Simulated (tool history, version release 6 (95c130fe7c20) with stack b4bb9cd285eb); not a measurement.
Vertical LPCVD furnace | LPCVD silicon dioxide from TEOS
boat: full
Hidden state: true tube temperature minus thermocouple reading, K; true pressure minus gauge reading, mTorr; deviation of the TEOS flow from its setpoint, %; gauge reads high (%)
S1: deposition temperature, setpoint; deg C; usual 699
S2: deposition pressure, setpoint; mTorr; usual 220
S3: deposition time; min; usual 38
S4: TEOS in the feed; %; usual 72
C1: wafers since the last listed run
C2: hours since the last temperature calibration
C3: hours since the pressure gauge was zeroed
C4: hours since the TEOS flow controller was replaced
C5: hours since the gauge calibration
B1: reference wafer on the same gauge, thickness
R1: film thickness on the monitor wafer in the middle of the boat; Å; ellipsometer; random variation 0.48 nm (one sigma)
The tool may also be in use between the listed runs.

Run 1, hour 0: usual settings but S1 696 deg C, S4 83 %; C1 0; C2 3999.7; C3 4313.7; C4 3319.9; C5 325.9; B1 218.95. Result: R1 2323.7 Å.
Run 2, hour 25: usual settings but S1 696 deg C, S4 83 %; C1 368; C2 4024.7; C3 4338.7; C4 3344.9; C5 350.9; B1 218.93. Result: R1 2319.2 Å.
Run 3, hour 63.3: usual settings but S1 690 deg C; C1 564; C2 4063; C3 4377; C4 3383.2; C5 389.2; B1 219.19. Result: R1 1871.4 Å.
Run 4, hour 97: usual settings but S1 690 deg C; C1 496; C2 4096.7; C3 4410.7; C4 3416.9; C5 422.9; B1 219.01. Result: R1 1875.3 Å.
Run 5, hour 114.3: usual settings but S1 690 deg C; C1 255; C2 4114; C3 4428; C4 3434.2; C5 440.2; B1 219.12. Result: R1 1873.1 Å.
Run 6, hour 145.7: usual settings; C1 463; C2 4145.4; C3 4459.4; C4 3465.6; C5 471.6; B1 219. Result: R1 2318.8 Å.
Run 7, hour 165.4: usual settings; C1 290; C2 4165.1; C3 4479.1; C4 3485.3; C5 491.3; B1 219.05. Result: R1 2311.8 Å.
Run 8, hour 199: usual settings; C1 495; C2 4198.7; C3 4512.7; C4 3518.9; C5 524.9; B1 219.25. Result: R1 2321.8 Å.
At hour 224.7: pressure gauge zeroed.
At hour 227.3: TEOS flow controller replaced.
Run 9, hour 227.8: usual settings but S4 63 %; C1 33; C2 4227.5; C3 3.1; C4 0.5; C5 553.7; B1 218.81. Result: R1 2167.9 Å.
Run 10, hour 242.7: usual settings; C1 219; C2 4242.4; C3 18; C4 15.4; C5 568.6; B1 218.85. Result: R1 2320.9 Å.
Run 11, hour 267.4: usual settings; C1 364; C2 4267.1; C3 42.7; C4 40.1; C5 593.3; B1 219.06. Result: R1 2316.9 Å.
Run 12, hour 289.7: usual settings but S3 27 min; C1 328; C2 4289.4; C3 65; C4 62.4; C5 615.6; B1 219.08. Result: R1 1647 Å.
Run 13, hour 319.7: usual settings but S2 255 mTorr; C1 442; C2 4319.4; C3 95; C4 92.4; C5 645.6; B1 219.04. Result: R1 2495.2 Å.
Run 14, hour 342.2: usual settings but S4 63 %; C1 331; C2 4341.9; C3 117.5; C4 114.9; C5 668.1; B1 219.13. Result: R1 2160.9 Å.
At hour 346.1: gauge calibrated.
Run 15, hour 363.1: usual settings but S1 706 deg C, S2 235 mTorr, S4 81 %; C1 308; C2 4362.8; C3 138.4; C4 135.8; C5 17; B1 219. Result: R1 2984.6 Å.
Run 16, hour 397.4: usual settings but S3 31 min; C1 505; C2 4397.1; C3 172.7; C4 170.1; C5 51.3; B1 219.19. Result: R1 1894.1 Å.
At hour 422.8: thermocouples replaced and temperature profile calibrated.
Run 17, hour 423.3: usual settings; C1 28; C2 0.5; C3 198.6; C4 196; C5 77.2; B1 219.22. Result: R1 2320.8 Å.
Run 18, hour 439.9: usual settings; C1 244; C2 17.1; C3 215.2; C4 212.6; C5 93.8; B1 219.17. Result: R1 2321.6 Å.
Run 19, hour 465.6: usual settings but S2 200 mTorr, S3 52 min; C1 378; C2 42.8; C3 240.9; C4 238.3; C5 119.5; B1 218.91. Result: R1 3016.4 Å.
Run 20, hour 482: usual settings but S4 79 %; C1 241; C2 59.2; C3 257.3; C4 254.7; C5 135.9; B1 219.18. Result: R1 2426.4 Å.
Run 21, hour 515.7: usual settings but S1 688 deg C, S2 265 mTorr, S3 25 min; C1 496; C2 92.9; C3 291; C4 288.4; C5 169.6; B1 219.09. Result: R1 1291.4 Å.
Run 22, hour 544.8: usual settings; C1 429; C2 122; C3 320.1; C4 317.5; C5 198.7; B1 219.08. Result: R1 2325.2 Å.
Run 23, hour 563.1: usual settings but S2 180 mTorr, S3 25.5 min; C1 269; C2 140.3; C3 338.4; C4 335.8; C5 217; B1 219.04. Result: R1 1408.1 Å.
Run 24, hour 583.4: usual settings but S1 691 deg C, S2 185 mTorr, S3 42.5 min, S4 76 %; C1 299; C2 160.6; C3 358.7; C4 356.1; C5 237.3; B1 219.14. Result: R1 2024.8 Å.

Forecast each of these 3 alternatives for the next run:
Run A, hour 587.1: usual settings; C1 54; C2 164.3; C3 362.4; C4 359.8; C5 241; B1 ?. Result: R1 ?.
Run B, hour 587.1: usual settings but S3 48 min, S4 64 %; C1 54; C2 164.3; C3 362.4; C4 359.8; C5 241; B1 ?. Result: R1 ?.
Run C, hour 587.1: usual settings but S2 170 mTorr; C1 54; C2 164.3; C3 362.4; C4 359.8; C5 241; B1 ?. Result: R1 ?.

run      B1      R1
  A  219.16  2323.2
  B  219.16  2766.7
  C  219.16  2042.2
Without the tool's hidden state the same runs would have given:
run      R1
  A  2323.2
  B  2766.7
  C  2042.2
